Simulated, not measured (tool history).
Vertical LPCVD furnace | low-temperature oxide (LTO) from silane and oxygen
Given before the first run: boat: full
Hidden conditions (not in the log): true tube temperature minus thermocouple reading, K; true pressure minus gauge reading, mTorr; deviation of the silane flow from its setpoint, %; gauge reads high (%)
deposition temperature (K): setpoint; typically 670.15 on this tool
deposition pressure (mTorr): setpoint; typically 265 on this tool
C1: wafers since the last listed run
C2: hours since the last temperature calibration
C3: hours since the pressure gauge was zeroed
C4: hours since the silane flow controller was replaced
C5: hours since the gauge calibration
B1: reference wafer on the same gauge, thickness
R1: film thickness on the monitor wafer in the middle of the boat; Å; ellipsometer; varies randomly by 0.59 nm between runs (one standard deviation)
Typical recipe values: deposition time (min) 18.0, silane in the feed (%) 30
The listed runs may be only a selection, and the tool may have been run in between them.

Run 1, hour 0.0: usual settings; C1 0; C2 143.2; C3 694.5; C4 2555.8; C5 2187.1; B1 150.89. Result: R1 1361.2 Å.
Run 2, hour 85.5: usual settings but deposition temperature (K) 667.15, deposition pressure (mTorr) 310; C1 1109; C2 228.7; C3 780.0; C4 2641.3; C5 2272.6; B1 151.03. Result: R1 1540.0 Å.
Run 3, hour 157.7: usual settings but deposition temperature (K) 667.15, deposition pressure (mTorr) 310; C1 937; C2 300.9; C3 852.2; C4 2713.5; C5 2344.8; B1 150.83. Result: R1 1543.4 Å.
Run 4, hour 242.3: usual settings but deposition temperature (K) 667.15, deposition pressure (mTorr) 310; C1 1098; C2 385.5; C3 936.8; C4 2798.1; C5 2429.4; B1 151.10. Result: R1 1527.8 Å.
Run 5, hour 335.1: usual settings; C1 1204; C2 478.3; C3 1029.6; C4 2890.9; C5 2522.2; B1 150.82. Result: R1 1362.4 Å.
Run 6, hour 371.9: usual settings; C1 477; C2 515.1; C3 1066.4; C4 2927.7; C5 2559.0; B1 151.21. Result: R1 1368.2 Å.
Run 7, hour 411.2: usual settings; C1 510; C2 554.4; C3 1105.7; C4 2967.0; C5 2598.3; B1 151.40. Result: R1 1365.7 Å.
Run 8, hour 551.3: usual settings; C1 1818; C2 694.5; C3 1245.8; C4 3107.1; C5 2738.4; B1 151.34. Result: R1 1364.1 Å.
Run 9, hour 642.8: usual settings but deposition temperature (K) 662.15, deposition time (min) 12.5, silane in the feed (%) 34; C1 1187; C2 786.0; C3 1337.3; C4 3198.6; C5 2829.9; B1 151.14. Result: R1 1025.1 Å.
Run 10, hour 689.3: usual settings but deposition temperature (K) 664.15, deposition pressure (mTorr) 245, deposition time (min) 21.0, silane in the feed (%) 34; C1 603; C2 832.5; C3 1383.8; C4 3245.1; C5 2876.4; B1 151.07. Result: R1 1636.2 Å.
Run 11, hour 998.1: usual settings; C1 4007; C2 1141.3; C3 1692.6; C4 3553.9; C5 3185.2; B1 150.78. Result: R1 1370.3 Å.
Run 12, hour 1066.0: usual settings; C1 881; C2 1209.2; C3 1760.5; C4 3621.8; C5 3253.1; B1 150.86. Result: R1 1372.0 Å.
Run 13, hour 1108.1: usual settings but deposition temperature (K) 665.15, deposition pressure (mTorr) 285, deposition time (min) 13.0, silane in the feed (%) 26; C1 546; C2 1251.3; C3 1802.6; C4 3663.9; C5 3295.2; B1 150.82. Result: R1 807.0 Å.
At hour 1181.3: silane flow controller replaced.
Run 14, hour 1199.1: usual settings but deposition pressure (mTorr) 325; C1 869; C2 1342.3; C3 1893.6; C4 17.8; C5 3386.2; B1 151.40. Result: R1 1677.1 Å.
Run 15, hour 1240.9: usual settings but deposition time (min) 20.5; C1 542; C2 1384.1; C3 1935.4; C4 59.6; C5 3428.0; B1 150.90. Result: R1 1566.4 Å.
At hour 1284.3: pressure gauge zeroed.
Run 16, hour 1284.8: usual settings; C1 258; C2 1428.0; C3 0.5; C4 103.5; C5 3471.9; B1 150.99. Result: R1 1373.2 Å.
Run 17, hour 1330.7: usual settings but silane in the feed (%) 26; C1 595; C2 1473.9; C3 46.4; C4 149.4; C5 3517.8; B1 151.21. Result: R1 1106.3 Å.
Run 18, hour 1409.1: usual settings but deposition temperature (K) 676.15, deposition pressure (mTorr) 285, deposition time (min) 25.0, silane in the feed (%) 27; C1 1017; C2 1552.3; C3 124.8; C4 227.8; C5 3596.2; B1 151.20. Result: R1 1886.3 Å.
Run 19, hour 1569.7: usual settings but deposition temperature (K) 666.15, deposition pressure (mTorr) 235, deposition time (min) 24.5, silane in the feed (%) 35; C1 2084; C2 1712.9; C3 285.4; C4 388.4; C5 3756.8; B1 150.73. Result: R1 1962.7 Å.
Run 20, hour 1629.5: usual settings; C1 776; C2 1772.7; C3 345.2; C4 448.2; C5 3816.6; B1 150.78. Result: R1 1383.4 Å.
At hour 1682.8: gauge calibrated.
Run 21, hour 1688.9: usual settings; C1 770; C2 1832.1; C3 404.6; C4 507.6; C5 6.1; B1 151.27. Result: R1 1380.4 Å.
Run 22, hour 1851.3: usual settings but deposition pressure (mTorr) 295, deposition time (min) 23.5; C1 2107; C2 1994.5; C3 567.0; C4 670.0; C5 168.5; B1 150.97. Result: R1 1998.3 Å.
Run 23, hour 1914.0: usual settings but silane in the feed (%) 33; C1 813; C2 2057.2; C3 629.7; C4 732.7; C5 231.2; B1 151.11. Result: R1 1586.1 Å.
Run 24, hour 1972.7: usual settings; C1 761; C2 2115.9; C3 688.4; C4 791.4; C5 289.9; B1 150.93. Result: R1 1373.6 Å.
Run 25, hour 2026.9: usual settings but deposition temperature (K) 660.15, deposition time (min) 15.5; C1 703; C2 2170.1; C3 742.6; C4 845.6; C5 344.1; B1 151.20. Result: R1 1053.2 Å.
Run 26, hour 2088.0: usual settings but deposition pressure (mTorr) 200, deposition time (min) 12.5; C1 793; C2 2231.2; C3 803.7; C4 906.7; C5 405.2; B1 150.91. Result: R1 722.1 Å.
Run 27, hour 2185.6: usual settings but deposition pressure (mTorr) 220, deposition time (min) 23.0, silane in the feed (%) 35; C1 1266; C2 2328.8; C3 901.3; C4 1004.3; C5 502.8; B1 151.35. Result: R1 1825.2 Å.
Run 28, hour 2265.5: usual settings but deposition temperature (K) 662.15, deposition pressure (mTorr) 235, deposition time (min) 21.5, silane in the feed (%) 32; C1 1037; C2 2408.7; C3 981.2; C4 1084.2; C5 582.7; B1 150.90. Result: R1 1467.0 Å.
Run 29, hour 2327.4: usual settings; C1 803; C2 2470.6; C3 1043.1; C4 1146.1; C5 644.6; B1 150.91. Result: R1 1376.7 Å.
Run 30, hour 2367.8: usual settings; C1 524; C2 2511.0; C3 1083.5; C4 1186.5; C5 685.0; B1 150.88. Result: R1 1377.0 Å.
Run 31, hour 2475.2: usual settings; C1 1393; C2 2618.4; C3 1190.9; C4 1293.9; C5 792.4; B1 150.81. Result: R1 1390.3 Å.
Run 32, hour 2564.5: usual settings but deposition pressure (mTorr) 295, deposition time (min) 14.5, silane in the feed (%) 35; C1 1159; C2 2707.7; C3 1280.2; C4 1383.2; C5 881.7; B1 151.11. Result: R1 1553.9 Å.

What differs in the tool's unlogged condition from the final listed run ahead of each entry between runs to the first listed run following it?
From run 13 to run 14: silane flow controller replaced (hour 1181.3)
  true tube temperature minus thermocouple reading, K: 0.742 -> 0.796
  what was measured, less what the result would be without the hidden state, R1: +7.5 -> +16.0 Å
From run 15 to run 16: pressure gauge zeroed (hour 1284.3)
  true tube temperature minus thermocouple reading, K: 0.822 -> 0.851
  what was measured, less what the result would be without the hidden state, R1: +15.4 -> +13.9 Å
From run 20 to run 21: gauge calibrated (hour 1682.8)
  true tube temperature minus thermocouple reading, K: 1.1 -> 1.15
  what was measured, less what the result would be without the hidden state, R1: +18.2 -> +19.0 Å
